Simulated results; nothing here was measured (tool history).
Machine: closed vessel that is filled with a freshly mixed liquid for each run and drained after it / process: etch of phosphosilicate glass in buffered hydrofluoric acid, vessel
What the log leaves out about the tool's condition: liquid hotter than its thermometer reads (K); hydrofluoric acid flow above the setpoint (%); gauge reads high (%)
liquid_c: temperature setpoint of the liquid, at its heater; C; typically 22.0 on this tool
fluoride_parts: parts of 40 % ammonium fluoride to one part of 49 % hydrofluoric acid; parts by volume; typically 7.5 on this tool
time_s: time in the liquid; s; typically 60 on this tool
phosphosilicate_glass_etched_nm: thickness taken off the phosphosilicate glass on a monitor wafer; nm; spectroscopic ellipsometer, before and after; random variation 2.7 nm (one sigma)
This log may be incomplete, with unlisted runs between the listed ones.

run	hour	liquid_c	fluoride_parts	time_s	wafers since the last listed run	hours since the thermometer was replaced	hours since the hydrofluoric acid flow meter was replaced	hours since the gauge calibration	read-back film thickness of the phosphosilicate glass reference wafer, read on the same gauge (nm)	phosphosilicate_glass_etched_nm
1	0.0	24.0	7.5	75	0	1382.7	2155.2	140.2	29.97	520.53
2	17.7	24.0	7.5	75	2227	1400.4	2172.9	157.9	30.00	526.86
3	30.0	24.0	7.5	75	1548	1412.7	2185.2	170.2	29.97	526.38
4	42.8	22.0	7.5	60	1610	1425.5	2198.0	183.0	30.00	374.96
5	52.3	26.0	7.5	60	1195	1435.0	2207.5	192.5	29.98	471.39
6	58.4	26.0	7.5	60	767	1441.1	2213.6	198.6	29.98	464.71
7	73.1	22.0	7.5	60	1850	1455.8	2228.3	213.3	30.02	375.07
8	85.4	22.0	7.5	60	1548	1468.1	2240.6	225.6	30.00	372.41
9	95.8	22.0	8.0	60	1308	1478.5	2251.0	236.0	30.00	345.42
10	110.2	22.0	8.0	60	1812	1492.9	2265.4	250.4	29.98	352.48
11	119.6	22.0	8.0	60	1183	1502.3	2274.8	259.8	29.98	352.81
12	126.0	22.0	7.5	60	805	1508.7	2281.2	266.2	29.98	374.94
13	141.0	26.5	7.5	60	1887	1523.7	2296.2	281.2	30.02	486.62
14	147.5	22.0	7.5	60	818	1530.2	2302.7	287.7	30.00	377.47
# hour 150.6: hydrofluoric acid flow meter replaced
15	159.7	20.5	9.5	95	1409	1542.4	9.1	299.9	30.00	440.15
16	172.4	26.5	6.5	75	1598	1555.1	21.8	312.6	29.99	699.15
17	189.2	17.0	6.0	35	2114	1571.9	38.6	329.4	29.98	211.36
# hour 200.5: gauge calibrated
18	206.8	20.0	8.5	45	2215	1589.5	56.2	6.3	29.98	224.91
19	223.4	25.5	7.5	60	2089	1606.1	72.8	22.9	30.01	454.55
# hour 242.4: thermometer replaced
20	255.9	20.5	7.5	80	3964	13.5	105.3	55.4	30.01	407.90
21	295.1	23.5	10.0	60	4933	52.7	144.5	94.6	30.02	277.45
22	302.1	22.0	7.5	60	880	59.7	151.5	101.6	30.00	334.71
23	319.8	22.0	9.0	45	2227	77.4	169.2	119.3	29.99	206.26
24	329.0	22.0	9.5	60	1157	86.6	178.4	128.5	29.97	265.17
25	342.0	22.0	7.5	60	1636	99.6	191.4	141.5	30.02	338.71
26	354.0	22.0	7.5	60	1510	111.6	203.4	153.5	29.99	336.67
27	369.9	17.5	7.5	70	2001	127.5	219.3	169.4	29.99	304.83
28	385.9	26.5	6.5	95	2013	143.5	235.3	185.4	29.99	786.39
29	403.7	22.0	7.5	60	2240	161.3	253.1	203.2	30.00	331.97
30	413.2	23.5	6.0	85	1195	170.8	262.6	212.7	30.00	634.05
31	430.1	22.0	7.5	35	2126	187.7	279.5	229.6	29.99	200.02

The tool's hidden state at each run:
hydrofluoric acid flow above the setpoint (%): 0 at every run
gauge reads high (%): 0 at every run
H1: liquid hotter than its thermometer reads (K)
run	H1
1	2.47
2	2.5
3	2.52
4	2.54
5	2.56
6	2.57
7	2.59
8	2.61
9	2.63
10	2.65
11	2.67
12	2.68
13	2.7
14	2.72
15	2.74
16	2.76
17	2.79
18	2.81
19	2.84
20	0.31
21	0.376
22	0.387
23	0.417
24	0.432
25	0.454
26	0.474
27	0.501
28	0.527
29	0.557
30	0.573
31	0.601
